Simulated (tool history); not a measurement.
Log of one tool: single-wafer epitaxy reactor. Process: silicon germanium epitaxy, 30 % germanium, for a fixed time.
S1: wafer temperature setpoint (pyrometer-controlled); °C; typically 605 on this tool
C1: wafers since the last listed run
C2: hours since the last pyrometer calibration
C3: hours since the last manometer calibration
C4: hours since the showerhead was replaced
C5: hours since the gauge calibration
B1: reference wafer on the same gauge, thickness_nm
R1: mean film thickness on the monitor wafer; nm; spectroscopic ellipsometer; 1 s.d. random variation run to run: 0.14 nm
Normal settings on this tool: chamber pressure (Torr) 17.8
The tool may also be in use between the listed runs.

Run 1, hour 0.0: usual settings but S1 611 °C; C1 0; C2 1002.1; C3 1434.9; C4 4174.4; C5 174.9; B1 63.847. Result: R1 64.782 nm.
Run 2, hour 15.0: usual settings; C1 249; C2 1017.1; C3 1449.9; C4 4189.4; C5 189.9; B1 63.851. Result: R1 58.870 nm.
Run 3, hour 32.1: usual settings but chamber pressure (Torr) 15.1; C1 284; C2 1034.2; C3 1467.0; C4 4206.5; C5 207.0; B1 63.826. Result: R1 54.362 nm.
Run 4, hour 44.7: usual settings but chamber pressure (Torr) 15.1; C1 209; C2 1046.8; C3 1479.6; C4 4219.1; C5 219.6; B1 63.784. Result: R1 54.569 nm.
At hour 63.1: showerhead replaced.
Run 5, hour 63.6: usual settings but S1 613 °C; C1 181; C2 1065.7; C3 1498.5; C4 0.5; C5 238.5; B1 63.830. Result: R1 66.899 nm.
Run 6, hour 75.8: usual settings but S1 613 °C; C1 203; C2 1077.9; C3 1510.7; C4 12.7; C5 250.7; B1 63.801. Result: R1 66.764 nm.
Run 7, hour 84.8: usual settings but S1 610 °C; C1 149; C2 1086.9; C3 1519.7; C4 21.7; C5 259.7; B1 63.744. Result: R1 63.221 nm.
At hour 93.0: pyrometer calibrated.
Run 8, hour 95.9: usual settings; C1 51; C2 2.9; C3 1530.8; C4 32.8; C5 270.8; B1 63.797. Result: R1 61.601 nm.
Run 9, hour 102.5: usual settings but S1 608 °C, chamber pressure (Torr) 15.9; C1 109; C2 9.5; C3 1537.4; C4 39.4; C5 277.4; B1 63.776. Result: R1 61.262 nm.
At hour 119.1: capacitance manometer re-zeroed and calibrated.
Run 10, hour 119.6: usual settings; C1 151; C2 26.6; C3 0.5; C4 56.5; C5 294.5; B1 63.802. Result: R1 61.534 nm.
Run 11, hour 128.6: usual settings but S1 601 °C, chamber pressure (Torr) 16.2; C1 149; C2 35.6; C3 9.5; C4 65.5; C5 303.5; B1 63.765. Result: R1 55.194 nm.
Run 12, hour 175.0: usual settings but S1 613 °C, chamber pressure (Torr) 20.6; C1 773; C2 82.0; C3 55.9; C4 111.9; C5 349.9; B1 63.813. Result: R1 74.257 nm.
Run 13, hour 184.4: usual settings; C1 156; C2 91.4; C3 65.3; C4 121.3; C5 359.3; B1 63.767. Result: R1 61.349 nm.
Run 14, hour 196.2: usual settings; C1 196; C2 103.2; C3 77.1; C4 133.1; C5 371.1; B1 63.819. Result: R1 61.252 nm.
Run 15, hour 234.4: usual settings but S1 611 °C, chamber pressure (Torr) 19.7; C1 636; C2 141.4; C3 115.3; C4 171.3; C5 409.3; B1 63.782. Result: R1 70.380 nm.
Run 16, hour 242.0: usual settings; C1 126; C2 149.0; C3 122.9; C4 178.9; C5 416.9; B1 63.806. Result: R1 61.146 nm.
Run 17, hour 253.0: usual settings but S1 595 °C, chamber pressure (Torr) 13.9; C1 183; C2 160.0; C3 133.9; C4 189.9; C5 427.9; B1 63.761. Result: R1 46.369 nm.
Run 18, hour 269.3: usual settings but S1 613 °C, chamber pressure (Torr) 22.0; C1 271; C2 176.3; C3 150.2; C4 206.2; C5 444.2; B1 63.871. Result: R1 76.714 nm.
Run 19, hour 281.8: usual settings but S1 601 °C; C1 208; C2 188.8; C3 162.7; C4 218.7; C5 456.7; B1 63.806. Result: R1 57.225 nm.
Run 20, hour 296.3: usual settings but S1 593 °C, chamber pressure (Torr) 14.1; C1 241; C2 203.3; C3 177.2; C4 233.2; C5 471.2; B1 63.820. Result: R1 45.170 nm.
At hour 296.4: gauge calibrated.
Run 21, hour 304.5: usual settings; C1 136; C2 211.5; C3 185.4; C4 241.4; C5 8.1; B1 63.827. Result: R1 60.998 nm.
Run 22, hour 315.9: usual settings; C1 189; C2 222.9; C3 196.8; C4 252.8; C5 19.5; B1 63.788. Result: R1 60.844 nm.
Run 23, hour 330.8: usual settings but S1 596 °C, chamber pressure (Torr) 16.3; C1 248; C2 237.8; C3 211.7; C4 267.7; C5 34.4; B1 63.795. Result: R1 50.708 nm.
Run 24, hour 341.8: usual settings but chamber pressure (Torr) 13.9; C1 183; C2 248.8; C3 222.7; C4 278.7; C5 45.4; B1 63.779. Result: R1 54.298 nm.
Run 25, hour 353.9: usual settings but S1 595 °C, chamber pressure (Torr) 20.8; C1 201; C2 260.9; C3 234.8; C4 290.8; C5 57.5; B1 63.821. Result: R1 55.877 nm.
Run 26, hour 361.5: usual settings but chamber pressure (Torr) 22.2; C1 126; C2 268.5; C3 242.4; C4 298.4; C5 65.1; B1 63.792. Result: R1 67.020 nm.
Run 27, hour 369.9: usual settings but S1 612 °C, chamber pressure (Torr) 13.9; C1 139; C2 276.9; C3 250.8; C4 306.8; C5 73.5; B1 63.791. Result: R1 60.532 nm.
Run 28, hour 387.4: usual settings; C1 291; C2 294.4; C3 268.3; C4 324.3; C5 91.0; B1 63.825. Result: R1 60.799 nm.
Run 29, hour 399.3: usual settings but S1 619 °C, chamber pressure (Torr) 21.6; C1 198; C2 306.3; C3 280.2; C4 336.2; C5 102.9; B1 63.780. Result: R1 82.354 nm.
Run 30, hour 411.3: usual settings but chamber pressure (Torr) 15.5; C1 199; C2 318.3; C3 292.2; C4 348.2; C5 114.9; B1 63.817. Result: R1 56.856 nm.
Run 31, hour 428.0: usual settings; C1 278; C2 335.0; C3 308.9; C4 364.9; C5 131.6; B1 63.885. Result: R1 60.835 nm.
Run 32, hour 440.2: usual settings but S1 594 °C, chamber pressure (Torr) 20.9; C1 203; C2 347.2; C3 321.1; C4 377.1; C5 143.8; B1 63.788. Result: R1 54.597 nm.
Run 33, hour 448.7: usual settings but chamber pressure (Torr) 22.0; C1 141; C2 355.7; C3 329.6; C4 385.6; C5 152.3; B1 63.786. Result: R1 66.541 nm.
Run 34, hour 458.9: usual settings but chamber pressure (Torr) 14.2; C1 169; C2 365.9; C3 339.8; C4 395.8; C5 162.5; B1 63.771. Result: R1 54.303 nm.

A few steps of R1 between consecutive runs. Split each: what settings, incoming material and random variation would produce without the hidden state, and what is left over for the hidden state, along with gauge scatter present in only one of the two compared results (measured, and without hidden state):
What the log doesn't record here: wafer temperature above the value expected at the setpoint (K); true pressure above the setpoint (%); gauge reads high (%).
Run 4 -> 5: S1 605 -> 613, chamber pressure (Torr) 15.1 -> 17.8, showerhead replaced. R1 +12.330 nm: hidden state -0.600, all else +12.930.
Run 7 -> 8: S1 610 -> 605, pyrometer calibrated. R1 -1.620 nm: hidden state +3.069, all else -4.689.
Run 17 -> 18: S1 595 -> 613, chamber pressure (Torr) 13.9 -> 22.0. R1 +30.345 nm: hidden state -0.286, all else +30.631.
Run 28 -> 29: S1 605 -> 619, chamber pressure (Torr) 17.8 -> 21.6. R1 +21.555 nm: hidden state -0.320, all else +21.875.
Run 29 -> 30: S1 619 -> 605, chamber pressure (Torr) 21.6 -> 15.5. R1 -25.498 nm: hidden state +0.313, all else -25.811.

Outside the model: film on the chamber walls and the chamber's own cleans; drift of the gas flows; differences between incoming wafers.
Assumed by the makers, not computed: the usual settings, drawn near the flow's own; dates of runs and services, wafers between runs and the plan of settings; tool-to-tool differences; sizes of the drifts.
